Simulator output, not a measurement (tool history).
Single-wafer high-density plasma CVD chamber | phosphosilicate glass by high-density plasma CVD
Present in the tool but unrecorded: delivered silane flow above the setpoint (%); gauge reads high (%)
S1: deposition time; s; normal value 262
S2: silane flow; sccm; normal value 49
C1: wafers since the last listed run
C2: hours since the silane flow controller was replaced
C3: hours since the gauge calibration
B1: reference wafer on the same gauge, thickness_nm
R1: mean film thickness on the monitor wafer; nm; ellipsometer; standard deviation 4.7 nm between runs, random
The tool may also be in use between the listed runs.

| run | hour | S1 | S2 | C1 | C2 | C3 | B1 | R1 |
|---|---|---|---|---|---|---|---|---|
| 1 | 0 | 262 | 52 | 0 | 2447.8 | 515.2 | 1331.744 | 1281.364 |
| 2 | 66.9 | 262 | 52 | 504 | 2514.7 | 582.1 | 1329.684 | 1287.921 |
| 3 | 116.6 | 262 | 52 | 374 | 2564.4 | 631.8 | 1331.717 | 1282.426 |
| 4 | 156.9 | 262 | 49 | 303 | 2604.7 | 672.1 | 1329.352 | 1213.154 |
| 5 | 190 | 262 | 49 | 249 | 2637.8 | 705.2 | 1330.251 | 1221.261 |
| 6 | 249.9 | 262 | 49 | 451 | 2697.7 | 765.1 | 1328.219 | 1215.293 |
| 7 | 316.7 | 262 | 49 | 503 | 2764.5 | 831.9 | 1332.171 | 1208.982 |
| 8 | 348.6 | 262 | 51 | 240 | 2796.4 | 863.8 | 1330.571 | 1261.654 |
| 9 | 389.4 | 262 | 51 | 307 | 2837.2 | 904.6 | 1329.314 | 1271.194 |
| 10 | 429.2 | 262 | 51 | 300 | 2877 | 944.4 | 1328.604 | 1264.333 |
| 11 | 482.9 | 262 | 49 | 404 | 2930.7 | 998.1 | 1329.698 | 1212.043 |
| 12 | 545.8 | 237 | 49 | 474 | 2993.6 | 1061 | 1329.893 | 1101.285 |
| 13 | 585.3 | 262 | 49 | 297 | 3033.1 | 1100.5 | 1330.607 | 1214.592 |
| 14 | 616 | 262 | 49 | 231 | 3063.8 | 1131.2 | 1331.763 | 1221.837 |
| 15 | 665.3 | 262 | 49 | 371 | 3113.1 | 1180.5 | 1330.33 | 1222.493 |
| 16 | 696.2 | 262 | 56 | 232 | 3144 | 1211.4 | 1332.894 | 1377.74 |
| 17 | 749.4 | 294 | 40 | 401 | 3197.2 | 1264.6 | 1328.359 | 1137.35 |
| 18 | 814.7 | 279 | 58 | 492 | 3262.5 | 1329.9 | 1332.11 | 1525.671 |
| 19 | 855.2 | 262 | 49 | 305 | 3303 | 1370.4 | 1328.27 | 1232.562 |
| 20 | 897.9 | 262 | 52 | 321 | 3345.7 | 1413.1 | 1330.772 | 1297.43 |
|  | 944.2 | gauge calibrated |
| 21 | 947.3 | 262 | 49 | 372 | 3395.1 | 3.1 | 1332.039 | 1233.548 |
| 22 | 1014.8 | 314 | 58 | 508 | 3462.6 | 70.6 | 1329.289 | 1729.356 |
| 23 | 1077.9 | 262 | 40 | 475 | 3525.7 | 133.7 | 1332.943 | 1030.163 |
| 24 | 1138.8 | 292 | 49 | 459 | 3586.6 | 194.6 | 1329.868 | 1378.774 |
| 25 | 1194.5 | 232 | 49 | 419 | 3642.3 | 250.3 | 1330.775 | 1096.476 |
| 26 | 1228.1 | 215 | 39 | 253 | 3675.9 | 283.9 | 1329.424 | 822.041 |
|  | 1240.1 | silane flow controller replaced |
| 27 | 1293 | 279 | 39 | 428 | 52.9 | 348.8 | 1331.333 | 1021.72 |
| 28 | 1332.4 | 313 | 55 | 297 | 92.3 | 388.2 | 1327.753 | 1568.541 |
| 29 | 1385.8 | 300 | 52 | 402 | 145.7 | 441.6 | 1328.282 | 1434.318 |
| 30 | 1451.1 | 300 | 52 | 492 | 211 | 506.9 | 1327.561 | 1436.597 |
| 31 | 1491.7 | 216 | 58 | 306 | 251.6 | 547.5 | 1330.031 | 1140.6 |
| 32 | 1537.5 | 311 | 57 | 345 | 297.4 | 593.3 | 1332.265 | 1615.804 |
| 33 | 1579.5 | 300 | 54 | 316 | 339.4 | 635.3 | 1330.165 | 1481.667 |

Predict each of these 4 candidate next runs independently; none follows another, all start after run 33:
| A | 1580 | 249 | 49 | 3 | 339.9 | 635.8 | ? | ? |
| B | 1580 | 262 | 44 | 3 | 339.9 | 635.8 | ? | ? |
| C | 1580 | 242 | 58 | 3 | 339.9 | 635.8 | ? | ? |
| D | 1580 | 262 | 43 | 3 | 339.9 | 635.8 | ? | ? |

| run | B1 | R1 |
|---|---|---|
| A | 1330.368 | 1129.01 |
| B | 1330.368 | 1075.934 |
| C | 1330.368 | 1283.514 |
| D | 1330.368 | 1053.53 |
With no hidden state in the tool, these same runs would have given:
| run | R1 |
|---|---|
| A | 1131.81 |
| B | 1078.603 |
| C | 1286.697 |
| D | 1056.143 |
